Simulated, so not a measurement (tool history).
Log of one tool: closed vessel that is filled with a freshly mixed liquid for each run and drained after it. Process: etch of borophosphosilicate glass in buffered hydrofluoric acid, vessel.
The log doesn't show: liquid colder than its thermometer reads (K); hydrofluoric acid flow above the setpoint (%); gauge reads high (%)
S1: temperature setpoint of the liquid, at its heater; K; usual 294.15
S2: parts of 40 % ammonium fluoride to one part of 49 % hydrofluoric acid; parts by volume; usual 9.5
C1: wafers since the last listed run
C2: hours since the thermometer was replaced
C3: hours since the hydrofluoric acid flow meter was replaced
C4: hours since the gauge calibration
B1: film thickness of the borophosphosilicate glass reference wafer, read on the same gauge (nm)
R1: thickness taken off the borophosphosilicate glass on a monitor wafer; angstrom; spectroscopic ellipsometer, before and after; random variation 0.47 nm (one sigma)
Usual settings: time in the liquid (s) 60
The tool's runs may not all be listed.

{"run": 1, "hour": 0.0, "S1": 294.15, "S2": 9.5, "time in the liquid (s)": 50, "C1": 0, "C2": 2722.0, "C3": 646.5, "C4": 8.2, "B1": 59.99, "R1": 855.7}
{"run": 2, "hour": 6.2, "S1": 294.15, "S2": 9.5, "time in the liquid (s)": 50, "C1": 587, "C2": 2728.2, "C3": 652.7, "C4": 14.4, "B1": 59.99, "R1": 855.8}
{"run": 3, "hour": 23.3, "S1": 294.15, "S2": 9.5, "time in the liquid (s)": 50, "C1": 1619, "C2": 2745.3, "C3": 669.8, "C4": 31.5, "B1": 60.01, "R1": 861.8}
{"run": 4, "hour": 34.9, "S1": 294.15, "S2": 9.5, "time in the liquid (s)": 60, "C1": 1098, "C2": 2756.9, "C3": 681.4, "C4": 43.1, "B1": 59.99, "R1": 1035.5}
{"run": 5, "hour": 41.2, "S1": 294.15, "S2": 9.5, "time in the liquid (s)": 60, "C1": 596, "C2": 2763.2, "C3": 687.7, "C4": 49.4, "B1": 59.97, "R1": 1032.6}
{"run": 6, "hour": 54.3, "S1": 294.15, "S2": 9.5, "time in the liquid (s)": 60, "C1": 1240, "C2": 2776.3, "C3": 700.8, "C4": 62.5, "B1": 59.95, "R1": 1035.0}
{"run": 7, "hour": 65.0, "S1": 294.15, "S2": 9.5, "time in the liquid (s)": 60, "C1": 1013, "C2": 2787.0, "C3": 711.5, "C4": 73.2, "B1": 60.01, "R1": 1046.6}
{"hour": 66.7, "done": "thermometer replaced"}
{"run": 8, "hour": 75.2, "S1": 294.15, "S2": 9.5, "time in the liquid (s)": 60, "C1": 871, "C2": 8.5, "C3": 721.7, "C4": 83.4, "B1": 60.0, "R1": 1034.7}
{"run": 9, "hour": 86.7, "S1": 294.15, "S2": 9.5, "time in the liquid (s)": 60, "C1": 1089, "C2": 20.0, "C3": 733.2, "C4": 94.9, "B1": 59.96, "R1": 1047.5}
{"hour": 91.1, "done": "gauge calibrated"}
{"run": 10, "hour": 102.8, "S1": 298.65, "S2": 11.5, "time in the liquid (s)": 75, "C1": 1524, "C2": 36.1, "C3": 749.3, "C4": 11.7, "B1": 60.01, "R1": 1412.3}
{"run": 11, "hour": 113.1, "S1": 294.15, "S2": 12.0, "time in the liquid (s)": 60, "C1": 975, "C2": 46.4, "C3": 759.6, "C4": 22.0, "B1": 60.06, "R1": 860.6}
{"run": 12, "hour": 121.9, "S1": 291.15, "S2": 13.5, "time in the liquid (s)": 35, "C1": 833, "C2": 55.2, "C3": 768.4, "C4": 30.8, "B1": 60.01, "R1": 377.2}
{"run": 13, "hour": 131.3, "S1": 291.15, "S2": 7.5, "time in the liquid (s)": 70, "C1": 890, "C2": 64.6, "C3": 777.8, "C4": 40.2, "B1": 59.99, "R1": 1343.1}
{"hour": 141.3, "done": "hydrofluoric acid flow meter replaced"}
{"run": 14, "hour": 148.8, "S1": 297.15, "S2": 10.5, "time in the liquid (s)": 50, "C1": 1562, "C2": 82.1, "C3": 7.5, "C4": 57.7, "B1": 60.05, "R1": 867.6}
{"run": 15, "hour": 166.5, "S1": 294.15, "S2": 9.5, "time in the liquid (s)": 60, "C1": 1676, "C2": 99.8, "C3": 25.2, "C4": 75.4, "B1": 60.01, "R1": 952.3}

Run 16 comes next. What will it give?
{"run": 16, "hour": 174.5, "S1": 294.15, "S2": 9.5, "time in the liquid (s)": 60, "C1": 757, "C2": 107.8, "C3": 33.2, "C4": 83.4, "B1": "?", "R1": "?"}

Run 16 gave B1 60.00, R1 951.0 angstrom.
Without the tool's hidden state the same run would have given R1 944.1 angstrom.
